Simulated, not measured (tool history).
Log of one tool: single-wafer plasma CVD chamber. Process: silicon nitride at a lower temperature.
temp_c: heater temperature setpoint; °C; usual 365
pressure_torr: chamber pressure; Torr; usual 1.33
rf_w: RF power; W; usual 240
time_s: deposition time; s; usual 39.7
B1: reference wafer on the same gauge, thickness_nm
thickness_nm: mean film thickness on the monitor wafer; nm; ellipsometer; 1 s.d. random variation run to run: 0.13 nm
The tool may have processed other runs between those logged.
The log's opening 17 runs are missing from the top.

Run 18, hour 822: usual settings but temp_c 378 °C, rf_w 195 W; B1 42.906. Result: thickness_nm 29.717 nm.
Run 19, hour 882.9: usual settings; B1 42.894. Result: thickness_nm 36.88 nm.
Run 20, hour 933.8: usual settings but temp_c 369 °C, pressure_torr 1.56 Torr, rf_w 225 W, time_s 34.5 s; B1 42.895. Result: thickness_nm 31.01 nm.
Run 21, hour 977.2: usual settings but temp_c 355 °C, pressure_torr 1.17 Torr, rf_w 210 W; B1 42.884. Result: thickness_nm 31.593 nm.
Run 22, hour 1022.4: usual settings but temp_c 369 °C; B1 42.862. Result: thickness_nm 37.087 nm.
Run 23, hour 1064.1: usual settings but pressure_torr 1.47 Torr, rf_w 275 W, time_s 35.2 s; B1 42.904. Result: thickness_nm 38.092 nm.
Run 24, hour 1101.7: usual settings but pressure_torr 1.64 Torr, rf_w 205 W; B1 42.933. Result: thickness_nm 32.95 nm.
Run 25, hour 1137.2: usual settings but pressure_torr 1.57 Torr; B1 42.868. Result: thickness_nm 38.369 nm.
Run 26, hour 1185.2: usual settings but temp_c 376 °C, time_s 42 s; B1 42.919. Result: thickness_nm 38.971 nm.
Run 27, hour 1222.7: usual settings but temp_c 371 °C, time_s 42.6 s; B1 42.855. Result: thickness_nm 39.45 nm.
Run 28, hour 1274.8: usual settings but temp_c 371 °C, time_s 42.6 s; B1 42.924. Result: thickness_nm 39.497 nm.
Run 29, hour 1338.1: usual settings but rf_w 270 W; B1 42.907. Result: thickness_nm 41.199 nm.
Run 30, hour 1366.4: usual settings but pressure_torr 1.46 Torr, time_s 33.9 s; B1 42.921. Result: thickness_nm 32.195 nm.

Alternative continuations, all from the tool just after run 30; predict every row:
Run A, hour 1366.8: usual settings but temp_c 359 °C; B1 ?. Result: thickness_nm ?.
Run B, hour 1366.8: usual settings but temp_c 352 °C, time_s 36.6 s; B1 ?. Result: thickness_nm ?.
Run C, hour 1366.8: usual settings but pressure_torr 1.08 Torr, rf_w 275 W; B1 ?. Result: thickness_nm ?.

run      B1  thickness_nm
  A  42.878        36.826
  B  42.878        34.039
  C  42.878        39.939
The same runs, with their run-to-run variation unchanged, on a tool lacking any hidden condition would have given:
run  thickness_nm
  A        36.826
  B        34.039
  C        39.939
